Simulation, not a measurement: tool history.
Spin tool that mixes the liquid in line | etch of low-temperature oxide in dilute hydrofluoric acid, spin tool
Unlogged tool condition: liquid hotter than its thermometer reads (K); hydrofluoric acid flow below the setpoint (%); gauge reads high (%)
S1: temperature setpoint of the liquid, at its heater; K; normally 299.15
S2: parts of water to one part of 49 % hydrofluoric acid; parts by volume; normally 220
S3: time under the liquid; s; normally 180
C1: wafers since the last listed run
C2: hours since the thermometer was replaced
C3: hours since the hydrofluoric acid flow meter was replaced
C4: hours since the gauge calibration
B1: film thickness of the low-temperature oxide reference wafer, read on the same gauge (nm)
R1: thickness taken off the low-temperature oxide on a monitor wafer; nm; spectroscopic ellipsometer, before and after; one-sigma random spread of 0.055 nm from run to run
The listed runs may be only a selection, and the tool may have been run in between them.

run,day,S1,S2,S3,C1,C2,C3,C4,B1,R1
1,0.000,299.15,220,150,0,1177.7,1479.9,124.3,79.98,11.07
2,1.429,299.15,220,150,319,1212.0,1514.2,158.6,79.97,11.06
3,1.950,303.15,220,240,116,1224.5,1526.7,171.1,80.04,20.27
4,2.804,299.15,285,180,190,1245.0,1547.2,191.6,79.97,9.53
5,3.604,299.15,285,180,178,1264.2,1566.4,210.8,80.01,9.49
6,4.671,299.15,285,180,238,1289.8,1592.0,236.4,79.99,9.55
7,5.354,299.15,220,180,152,1306.2,1608.4,252.8,79.98,13.25
# day 5.358: gauge calibrated
# day 5.958: hydrofluoric acid flow meter replaced
8,6.608,299.15,220,180,270,1336.3,15.6,30.0,80.03,14.45
9,7.575,303.65,190,85,215,1359.5,38.8,53.2,80.02,9.50
# day 8.504: thermometer replaced
10,9.017,299.15,220,85,312,12.3,73.4,87.8,79.97,6.25
11,10.196,299.15,285,180,263,40.6,101.7,116.1,80.00,9.52
12,10.933,297.65,190,250,164,58.3,119.4,133.8,79.95,20.94
13,11.621,296.65,185,180,153,74.8,135.9,150.3,80.01,14.89
14,12.279,302.65,265,180,147,90.6,151.7,166.1,80.03,11.71
15,13.321,302.65,220,285,232,115.6,176.7,191.1,80.00,23.73

Below are 4 alternative next runs, each starting from the tool's condition after run 15. Predict each:
A,13.342,296.15,220,180,4,116.1,177.2,191.6,?,?
B,13.342,296.65,145,225,4,116.1,177.2,191.6,?,?
C,13.342,299.15,220,125,4,116.1,177.2,191.6,?,?
D,13.342,296.65,110,225,4,116.1,177.2,191.6,?,?

run,B1,R1
A,80.02,11.90
B,80.02,24.98
C,80.02,9.21
D,80.02,34.33
With the hidden condition removed and each run's random variation left untouched, the same runs would have given:
run,R1
A,11.97
B,25.09
C,9.27
D,34.46
